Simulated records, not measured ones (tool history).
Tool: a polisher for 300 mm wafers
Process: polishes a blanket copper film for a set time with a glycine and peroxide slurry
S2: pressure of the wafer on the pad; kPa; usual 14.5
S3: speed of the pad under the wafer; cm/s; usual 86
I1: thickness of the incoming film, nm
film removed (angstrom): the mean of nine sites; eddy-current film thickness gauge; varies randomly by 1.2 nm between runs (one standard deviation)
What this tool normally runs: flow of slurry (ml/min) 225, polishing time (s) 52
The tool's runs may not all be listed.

{"run": 1, "hour": 0.0, "flow of slurry (ml/min)": 225, "S2": 14.5, "S3": 86, "polishing time (s)": 57, "I1": 1863.5, "film removed (angstrom)": 1822}
{"hour": 97.3, "done": "head pressure recalibrated"}
{"run": 2, "hour": 103.7, "flow of slurry (ml/min)": 225, "S2": 14.5, "S3": 86, "polishing time (s)": 52, "I1": 1842.7, "film removed (angstrom)": 1614}
{"run": 3, "hour": 199.1, "flow of slurry (ml/min)": 225, "S2": 14.5, "S3": 86, "polishing time (s)": 52, "I1": 1878.8, "film removed (angstrom)": 1597}
{"run": 4, "hour": 265.9, "flow of slurry (ml/min)": 225, "S2": 14.5, "S3": 86, "polishing time (s)": 52, "I1": 1851.0, "film removed (angstrom)": 1588}
{"hour": 279.5, "done": "slurry nozzle cleaned"}
{"run": 5, "hour": 344.2, "flow of slurry (ml/min)": 225, "S2": 14.5, "S3": 86, "polishing time (s)": 52, "I1": 1876.4, "film removed (angstrom)": 1686}
{"hour": 510.4, "done": "worn pad replaced by a new one"}
{"run": 6, "hour": 595.9, "flow of slurry (ml/min)": 225, "S2": 14.5, "S3": 86, "polishing time (s)": 52, "I1": 1873.5, "film removed (angstrom)": 1607}
{"run": 7, "hour": 657.1, "flow of slurry (ml/min)": 225, "S2": 14.5, "S3": 94, "polishing time (s)": 52, "I1": 1863.3, "film removed (angstrom)": 1723}
{"hour": 685.9, "done": "head pressure recalibrated"}
{"run": 8, "hour": 718.5, "flow of slurry (ml/min)": 225, "S2": 14.5, "S3": 86, "polishing time (s)": 52, "I1": 1829.8, "film removed (angstrom)": 1606}
{"run": 9, "hour": 814.1, "flow of slurry (ml/min)": 225, "S2": 14.5, "S3": 86, "polishing time (s)": 52, "I1": 1833.9, "film removed (angstrom)": 1572}
{"run": 10, "hour": 880.0, "flow of slurry (ml/min)": 225, "S2": 11.0, "S3": 86, "polishing time (s)": 52, "I1": 1884.6, "film removed (angstrom)": 1334}
{"hour": 902.5, "done": "slurry nozzle cleaned"}
{"run": 11, "hour": 941.6, "flow of slurry (ml/min)": 225, "S2": 11.0, "S3": 86, "polishing time (s)": 52, "I1": 1862.1, "film removed (angstrom)": 1410}
{"run": 12, "hour": 1000.8, "flow of slurry (ml/min)": 225, "S2": 11.0, "S3": 86, "polishing time (s)": 52, "I1": 1826.8, "film removed (angstrom)": 1362}
{"run": 13, "hour": 1086.3, "flow of slurry (ml/min)": 225, "S2": 14.5, "S3": 86, "polishing time (s)": 52, "I1": 1882.0, "film removed (angstrom)": 1604}
{"run": 14, "hour": 1163.5, "flow of slurry (ml/min)": 225, "S2": 14.5, "S3": 86, "polishing time (s)": 52, "I1": 1881.5, "film removed (angstrom)": 1549}
{"hour": 1168.5, "done": "worn pad replaced by a new one"}
{"run": 15, "hour": 1255.9, "flow of slurry (ml/min)": 225, "S2": 14.5, "S3": 86, "polishing time (s)": 40, "I1": 1826.7, "film removed (angstrom)": 1271}
{"run": 16, "hour": 1301.7, "flow of slurry (ml/min)": 225, "S2": 14.5, "S3": 86, "polishing time (s)": 40, "I1": 1860.9, "film removed (angstrom)": 1259}
{"run": 17, "hour": 1390.5, "flow of slurry (ml/min)": 225, "S2": 14.5, "S3": 86, "polishing time (s)": 52, "I1": 1861.5, "film removed (angstrom)": 1641}
{"hour": 1396.4, "done": "head pressure recalibrated"}
{"run": 18, "hour": 1493.9, "flow of slurry (ml/min)": 175, "S2": 16.5, "S3": 70, "polishing time (s)": 36, "I1": 1846.7, "film removed (angstrom)": 1010}
{"hour": 1506.1, "done": "slurry nozzle cleaned"}
{"run": 19, "hour": 1552.4, "flow of slurry (ml/min)": 305, "S2": 14.5, "S3": 96, "polishing time (s)": 44, "I1": 1834.2, "film removed (angstrom)": 1604}
{"run": 20, "hour": 1597.9, "flow of slurry (ml/min)": 225, "S2": 14.5, "S3": 78, "polishing time (s)": 52, "I1": 1863.9, "film removed (angstrom)": 1521}
{"run": 21, "hour": 1686.7, "flow of slurry (ml/min)": 225, "S2": 14.5, "S3": 66, "polishing time (s)": 52, "I1": 1869.1, "film removed (angstrom)": 1318}
{"run": 22, "hour": 1730.8, "flow of slurry (ml/min)": 225, "S2": 12.4, "S3": 86, "polishing time (s)": 66, "I1": 1864.7, "film removed (angstrom)": 1837}
{"hour": 1792.4, "done": "worn pad replaced by a new one"}
{"run": 23, "hour": 1797.3, "flow of slurry (ml/min)": 275, "S2": 11.7, "S3": 102, "polishing time (s)": 52, "I1": 1848.3, "film removed (angstrom)": 1662}
{"run": 24, "hour": 1848.2, "flow of slurry (ml/min)": 225, "S2": 14.5, "S3": 70, "polishing time (s)": 52, "I1": 1850.9, "film removed (angstrom)": 1397}
{"run": 25, "hour": 1952.3, "flow of slurry (ml/min)": 185, "S2": 14.5, "S3": 86, "polishing time (s)": 35, "I1": 1898.5, "film removed (angstrom)": 1062}
{"run": 26, "hour": 2057.3, "flow of slurry (ml/min)": 225, "S2": 10.3, "S3": 86, "polishing time (s)": 63, "I1": 1825.6, "film removed (angstrom)": 1557}
{"hour": 2085.5, "done": "head pressure recalibrated"}
{"hour": 2170.9, "done": "slurry nozzle cleaned"}
{"run": 27, "hour": 2183.7, "flow of slurry (ml/min)": 225, "S2": 14.5, "S3": 86, "polishing time (s)": 52, "I1": 1880.4, "film removed (angstrom)": 1680}
{"run": 28, "hour": 2228.0, "flow of slurry (ml/min)": 225, "S2": 13.1, "S3": 86, "polishing time (s)": 52, "I1": 1899.5, "film removed (angstrom)": 1557}
{"run": 29, "hour": 2320.9, "flow of slurry (ml/min)": 165, "S2": 14.5, "S3": 106, "polishing time (s)": 60, "I1": 1850.3, "film removed (angstrom)": 2087}
{"run": 30, "hour": 2379.9, "flow of slurry (ml/min)": 225, "S2": 19.3, "S3": 86, "polishing time (s)": 52, "I1": 1859.1, "film removed (angstrom)": 1922}
{"run": 31, "hour": 2428.2, "flow of slurry (ml/min)": 225, "S2": 9.7, "S3": 86, "polishing time (s)": 52, "I1": 1847.6, "film removed (angstrom)": 1214}
{"run": 32, "hour": 2497.8, "flow of slurry (ml/min)": 225, "S2": 12.4, "S3": 74, "polishing time (s)": 52, "I1": 1826.5, "film removed (angstrom)": 1245}
{"hour": 2504.7, "done": "worn pad replaced by a new one"}
{"run": 33, "hour": 2657.4, "flow of slurry (ml/min)": 225, "S2": 14.5, "S3": 86, "polishing time (s)": 52, "I1": 1852.0, "film removed (angstrom)": 1604}
{"hour": 2688.4, "done": "head pressure recalibrated"}
{"run": 34, "hour": 2712.1, "flow of slurry (ml/min)": 225, "S2": 14.5, "S3": 86, "polishing time (s)": 52, "I1": 1860.6, "film removed (angstrom)": 1602}
{"run": 35, "hour": 2794.9, "flow of slurry (ml/min)": 225, "S2": 14.5, "S3": 86, "polishing time (s)": 52, "I1": 1862.0, "film removed (angstrom)": 1607}
{"hour": 2811.2, "done": "slurry nozzle cleaned"}
{"run": 36, "hour": 2900.8, "flow of slurry (ml/min)": 225, "S2": 11.7, "S3": 86, "polishing time (s)": 52, "I1": 1860.7, "film removed (angstrom)": 1460}
{"run": 37, "hour": 3000.8, "flow of slurry (ml/min)": 255, "S2": 14.5, "S3": 86, "polishing time (s)": 52, "I1": 1873.3, "film removed (angstrom)": 1637}

The tool's hidden state at each run:
deviation of the head's pressure from its setpoint, %: 0 on each run
H1: removal rate lost through wear of the pad, %
H2: slurry flow missing at the pad, %
run=1 H1=0.134 H2=37.4
run=2 H1=0.391 H2=40.3
run=3 H1=0.909 H2=41.9
run=4 H1=1.43 H2=42.7
run=5 H1=2.21 H2=15.8
run=6 H1=0.685 H2=37.4
run=7 H1=0.896 H2=39.7
run=8 H1=1.22 H2=41.5
run=9 H1=1.94 H2=43.4
run=10 H1=2.6 H2=44.3
run=11 H1=3.33 H2=7.2
run=12 H1=4.14 H2=15.8
run=13 H1=5.49 H2=24.6
run=14 H1=6.9 H2=30
run=15 H1=0.197 H2=34.3
run=16 H1=0.347 H2=35.8
run=17 H1=0.814 H2=38
run=18 H1=1.65 H2=39.6
run=19 H1=2.27 H2=11.8
run=20 H1=2.82 H2=18.3
run=21 H1=4.06 H2=27.7
run=22 H1=4.77 H2=31.1
run=23 H1=0.365 H2=35
run=24 H1=0.411 H2=37.3
run=25 H1=0.744 H2=40.5
run=26 H1=1.41 H2=42.5
run=27 H1=2.63 H2=6.82
run=28 H1=3.18 H2=14.3
run=29 H1=4.51 H2=25.8
run=30 H1=5.48 H2=30.8
run=31 H1=6.36 H2=34
run=32 H1=7.74 H2=37.5
run=33 H1=0.68 H2=42.3
run=34 H1=0.972 H2=43.2
run=35 H1=1.58 H2=44.3
run=36 H1=2.66 H2=16.6
run=37 H1=3.98 H2=27
